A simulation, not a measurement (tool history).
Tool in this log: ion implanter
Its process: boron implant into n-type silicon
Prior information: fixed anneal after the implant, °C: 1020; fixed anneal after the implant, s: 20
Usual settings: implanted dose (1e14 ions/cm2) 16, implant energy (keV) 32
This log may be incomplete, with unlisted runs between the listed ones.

run    hour  implanted dose (1e14 ions/cm2)  implant energy (keV)  read-back reference wafer on the same gauge, sheet resistance  sheet resistance of the implanted and annealed layer (ohm/square)
  1       0                              16                    32                                                          88.29                                                              76.51
  2    29.6                              16                    32                                                           88.3                                                              76.32
  3    80.5                              16                    32                                                          88.28                                                              76.23
  4   132.1                              16                    32                                                           88.3                                                              76.61
  5   191.8                              16                    32                                                          88.25                                                              76.22
  6   221.5                              16                  36.5                                                          88.33                                                              75.38
  7   275.6                              16                    32                                                          88.32                                                              75.92
  8   300.3                              16                    32                                                          88.25                                                              76.09
  9   364.3                              16                    32                                                          88.31                                                              75.63
      389.3  -- extraction supply calibrated
      393.9  -- Faraday cup replaced and dose calibrated
 10   404.3                              16                    32                                                          88.33                                                              76.51
 11   527.2                              16                    32                                                          88.27                                                              76.86
 12   556.7                           12.69                  36.5                                                          88.38                                                              92.17
 13   589.7                            20.8                    32                                                          88.29                                                              62.87
      657.5  -- gauge calibrated
 14   685.8                              16                    32                                                          88.26                                                              77.04
 15   757.2                           17.94                    41                                                          88.27                                                              68.45
 16   801.5                           11.68                  21.5                                                          88.35                                                             102.49
 17   869.2                            20.7                    24                                                          88.35                                                              66.28
 18     941                           20.53                    24                                                          88.23                                                              66.74
 19   973.6                           17.73                    32                                                          88.35                                                              70.54
 20    1014                            17.5                    28                                                          88.31                                                              72.43
 21  1085.2                              16                    32                                                           88.3                                                              76.26
 22  1120.3                              16                    32                                                          88.29                                                              76.74

Results for each run, recomputed without the tool's hidden state and with each run's random variation untouched:
Hidden state at play: deviation of the true dose from the Faraday cup's reading, %; deviation of the true energy from its setpoint, %; gauge reads high (%).
run  sheet resistance of the implanted and annealed layer (ohm/square)
  1                                                              77.03
  2                                                              76.87
  3                                                              76.84
  4                                                              77.29
  5                                                              76.97
  6                                                              76.19
  7                                                              76.78
  8                                                                 77
  9                                                              76.62
 10                                                              76.53
 11                                                              76.88
 12                                                              92.22
 13                                                               62.9
 14                                                              77.13
 15                                                              68.56
 16                                                             102.69
 17                                                               66.4
 18                                                              66.91
 19                                                              70.78
 20                                                              72.71
 21                                                              76.65
 22                                                              77.17
